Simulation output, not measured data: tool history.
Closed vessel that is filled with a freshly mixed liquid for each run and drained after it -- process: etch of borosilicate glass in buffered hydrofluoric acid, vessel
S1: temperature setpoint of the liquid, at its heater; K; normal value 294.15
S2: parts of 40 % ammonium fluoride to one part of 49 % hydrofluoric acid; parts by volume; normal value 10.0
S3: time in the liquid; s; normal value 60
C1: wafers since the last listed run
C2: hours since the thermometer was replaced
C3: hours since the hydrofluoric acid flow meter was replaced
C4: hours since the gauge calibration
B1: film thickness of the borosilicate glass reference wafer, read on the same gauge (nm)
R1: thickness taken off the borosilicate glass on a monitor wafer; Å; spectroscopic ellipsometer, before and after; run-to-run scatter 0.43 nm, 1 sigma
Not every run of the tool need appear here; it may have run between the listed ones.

run,day,S1,S2,S3,C1,C2,C3,C4,B1,R1
1,0.000,297.15,10.0,60,0,1160.3,130.0,2564.2,64.39,712.3
2,3.829,294.15,10.0,60,9124,1252.2,221.9,2656.1,64.20,610.5
3,7.929,294.15,11.0,60,9770,1350.6,320.3,2754.5,64.02,549.9
4,11.900,294.15,11.5,40,9462,1445.9,415.6,2849.8,63.85,352.4
5,13.962,294.15,11.5,40,4914,1495.4,465.1,2899.3,63.71,344.1
6,18.446,294.15,10.0,70,10683,1603.0,572.7,3006.9,63.52,699.6
# day 21.454: gauge calibrated
# day 31.083: hydrofluoric acid flow meter replaced
7,31.858,294.15,10.0,70,31862,1924.9,18.6,249.7,68.92,757.3
8,36.296,294.15,10.0,70,10574,2031.4,125.1,356.2,68.73,757.1
9,39.604,294.15,10.0,60,7883,2110.8,204.5,435.6,68.56,645.0
10,43.292,294.15,10.0,60,8787,2199.3,293.0,524.1,68.39,643.2
11,45.154,294.15,10.0,60,4438,2244.0,337.7,568.8,68.32,640.4
12,47.362,294.15,10.0,60,5262,2297.0,390.7,621.8,68.25,645.4
13,51.821,294.15,10.0,60,10624,2404.0,497.7,728.8,68.01,640.5
14,55.225,292.65,7.5,30,8112,2485.7,579.4,810.5,67.79,385.1
15,56.808,294.15,6.0,60,3773,2523.7,617.4,848.5,67.77,1032.3
16,58.346,294.15,7.0,60,3663,2560.6,654.3,885.4,67.72,899.0
# day 60.904: thermometer replaced
17,61.433,298.15,13.5,60,7258,12.7,728.4,959.5,67.50,589.2
# day 63.975: hydrofluoric acid flow meter replaced
18,65.762,294.15,10.0,60,10217,116.6,42.9,1063.4,67.31,633.3
19,68.162,294.15,10.0,60,5719,174.2,100.5,1121.0,67.24,635.9
20,70.100,291.65,13.5,95,4617,220.7,147.0,1167.5,67.14,651.7
21,73.362,294.15,10.0,80,7774,299.0,225.3,1245.8,67.02,849.6

Predict the results of run 22:
22,75.138,298.65,10.0,80,4229,341.6,267.9,1288.4,?,?

Run 22 produced B1 66.85, R1 1067.4 Å.
Minus the tool's unlogged condition, the same run would have read R1 1117.0 Å.
